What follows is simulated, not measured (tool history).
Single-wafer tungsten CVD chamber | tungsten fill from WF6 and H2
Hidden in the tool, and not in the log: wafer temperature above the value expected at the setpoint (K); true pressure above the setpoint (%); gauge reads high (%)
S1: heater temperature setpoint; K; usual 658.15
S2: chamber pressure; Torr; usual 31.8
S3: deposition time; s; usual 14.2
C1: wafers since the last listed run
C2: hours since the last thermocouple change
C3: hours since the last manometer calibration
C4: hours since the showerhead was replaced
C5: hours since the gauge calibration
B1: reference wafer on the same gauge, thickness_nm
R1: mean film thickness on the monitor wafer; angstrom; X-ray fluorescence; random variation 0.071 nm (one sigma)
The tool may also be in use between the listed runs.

run     day      S1    S2    S3    C1      C2      C3      C4     C5      B1      R1
  1   0.000  658.15  31.8  14.2     0  1722.1   750.3  2145.8  502.6  28.823  313.83
  2   3.879  658.15  31.8  14.2  2083  1815.2   843.4  2238.9  595.7  28.791  312.41
  3   7.025  649.15  31.8  14.2  1689  1890.7   918.9  2314.4  671.2  28.791  255.93
  4  10.067  649.15  31.8  14.2  1633  1963.7   991.9  2387.4  744.2  28.824  255.23
  5  12.283  649.15  31.8  14.2  1190  2016.9  1045.1  2440.6  797.4  28.779  256.02
  6  15.642  658.15  26.6  13.4  1803  2097.5  1125.7  2521.2  878.0  28.794  285.35
     17.446  -- capacitance manometer re-zeroed and calibrated
  7  18.517  658.15  26.6  13.4  1364  2166.5    25.7  2590.2  947.0  28.814  285.63
     18.971  -- gauge calibrated
     19.054  -- thermocouple changed; heater temperature recalibrated
     22.288  -- showerhead replaced, of another model than before
  8  24.083  658.15  31.8  14.2  2631   120.7   159.3    43.1  122.7  28.800  306.77
  9  26.271  658.15  31.8  14.2  1174   173.2   211.8    95.6  175.2  28.795  308.04
 10  29.512  658.15  31.8  14.2  1740   251.0   289.6   173.4  253.0  28.792  306.25
 11  31.692  671.15  26.8  16.4  1170   303.3   341.9   225.7  305.3  28.803  441.01
 12  35.558  658.15  31.8  12.8  2076   396.1   434.7   318.5  398.1  28.783  276.10
 13  37.792  658.15  31.8  14.2  1199   449.7   488.3   372.1  451.7  28.799  306.99

The next listed run, before its measurement:
 14  40.838  670.15  38.1  16.3  1635  522.8  561.4  445.2  524.8   ?   ?

{"run 14": {"B1": 28.817, "R1": 490.91}}
Without the tool's hidden state the same run would have given R1 490.32 angstrom.

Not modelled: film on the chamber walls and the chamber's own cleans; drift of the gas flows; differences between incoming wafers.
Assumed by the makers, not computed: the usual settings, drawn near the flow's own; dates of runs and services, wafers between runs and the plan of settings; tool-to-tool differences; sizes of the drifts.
